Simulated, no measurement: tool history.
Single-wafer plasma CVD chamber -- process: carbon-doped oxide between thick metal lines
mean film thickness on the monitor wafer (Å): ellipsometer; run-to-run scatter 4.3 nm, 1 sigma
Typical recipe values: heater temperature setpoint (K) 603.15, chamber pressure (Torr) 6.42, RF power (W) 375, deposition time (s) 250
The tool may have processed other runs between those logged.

run,day,heater temperature setpoint (K),chamber pressure (Torr),RF power (W),deposition time (s),wafers since the last listed run,hours since the last thermocouple change,hours since the last RF generator calibration,hours since the last manometer calibration,hours since the showerhead was replaced,hours since the gauge calibration,"read-back reference wafer on the same gauge, thickness_nm",mean film thickness on the monitor wafer (Å)
1,0,603.15,6.42,375,250,0,1648.4,2354.7,33.8,48.3,246.8,1121.083,11113.67
2,1.338,603.15,5.28,375,250,307,1680.5,2386.8,65.9,80.4,278.9,1119.418,10722.67
3,2.412,603.15,6.42,375,250,247,1706.3,2412.6,91.7,106.2,304.7,1119.517,11100.99
4,3.538,603.15,6.42,375,250,258,1733.3,2439.6,118.7,133.2,331.7,1120.299,11139.86
5,4.962,603.15,6.42,375,250,327,1767.5,2473.8,152.9,167.4,365.9,1120.813,11196.64
6,5.721,595.15,5.87,395,211,174,1785.7,2492,171.1,185.6,384.1,1121.549,9945.67
# day 6.067: RF generator calibrated
7,6.604,612.15,5.23,375,225,126,1806.9,12.9,192.3,206.8,405.3,1120.73,9991.15
8,7.208,611.15,7.17,375,299,139,1821.4,27.4,206.8,221.3,419.8,1117.589,13839.99
# day 7.867: thermocouple changed; heater temperature recalibrated
9,8.088,615.15,6.42,375,250,125,5.3,48.5,227.9,242.4,440.9,1118.813,11265.14
10,8.65,603.15,5.71,445,250,129,18.8,62,241.4,255.9,454.4,1121.518,12974.85
11,10.029,603.15,6.42,375,250,317,51.9,95.1,274.5,289,487.5,1120.378,11594.7
12,11.079,603.15,6.42,400,217,241,77.1,120.3,299.7,314.2,512.7,1120.135,10619.47
13,12.067,603.15,6.42,375,250,227,100.8,144,323.4,337.9,536.4,1119.832,11662.01
14,13.317,595.15,7.2,375,250,287,130.8,174,353.4,367.9,566.4,1119.118,12130.37
15,16.308,597.15,5.33,375,250,688,202.6,245.8,425.2,439.7,638.2,1119.984,11468.37
16,17.183,594.15,6.42,410,201,201,223.6,266.8,446.2,460.7,659.2,1120.34,10222.57
# day 17.458: gauge calibrated
17,17.829,594.15,5.3,415,204,148,239.1,282.3,461.7,476.2,8.9,1119.397,10223.8
18,18.567,603.15,6.42,330,250,169,256.8,300,479.4,493.9,26.6,1122.099,10469.52
19,19.783,603.15,6.42,375,250,280,286,329.2,508.6,523.1,55.8,1118.706,11525.84
20,21.154,603.15,6.42,375,250,315,318.9,362.1,541.5,556,88.7,1121.377,11468.8
21,22.2,603.15,6.42,375,250,240,344,387.2,566.6,581.1,113.8,1119.799,11459.71
22,23.688,603.15,7.6,355,250,342,379.7,422.9,602.3,616.8,149.5,1120.666,11081.37
23,24.496,603.15,6.42,375,250,186,399.1,442.3,621.7,636.2,168.9,1119.157,11478.23
24,25.479,603.15,6.42,375,250,226,422.7,465.9,645.3,659.8,192.5,1119.48,11442.76
25,26.525,589.15,6.42,375,250,240,447.8,491,670.4,684.9,217.6,1118.915,12074.49
26,27.467,589.15,6.98,375,250,216,470.4,513.6,693,707.5,240.2,1120.675,12102.47
27,28.838,616.15,7.64,325,250,315,503.3,546.5,725.9,740.4,273.1,1119.242,9930.27

5 options for the next run, each taken on its own from the tool as it stands now. Forecast them:
A,28.858,603.15,6.42,375,250,4,503.8,547,726.4,740.9,273.6,?,?
B,28.858,617.15,5.13,400,202,4,503.8,547,726.4,740.9,273.6,?,?
C,28.858,588.15,6.42,375,210,4,503.8,547,726.4,740.9,273.6,?,?
D,28.858,603.15,6.42,395,203,4,503.8,547,726.4,740.9,273.6,?,?
E,28.858,590.15,6.42,375,250,4,503.8,547,726.4,740.9,273.6,?,?

run,"read-back reference wafer on the same gauge, thickness_nm",mean film thickness on the monitor wafer (Å)
A,1118.576,11373.42
B,1118.576,8884.4
C,1118.576,10147.28
D,1118.576,9615.14
E,1118.576,11971.4
Take away the tool's hidden state, keep each run's random variation, and the runs would have read:
run,mean film thickness on the monitor wafer (Å)
A,11846.65
B,9242.37
C,10569.49
D,10006.59
E,12469.51

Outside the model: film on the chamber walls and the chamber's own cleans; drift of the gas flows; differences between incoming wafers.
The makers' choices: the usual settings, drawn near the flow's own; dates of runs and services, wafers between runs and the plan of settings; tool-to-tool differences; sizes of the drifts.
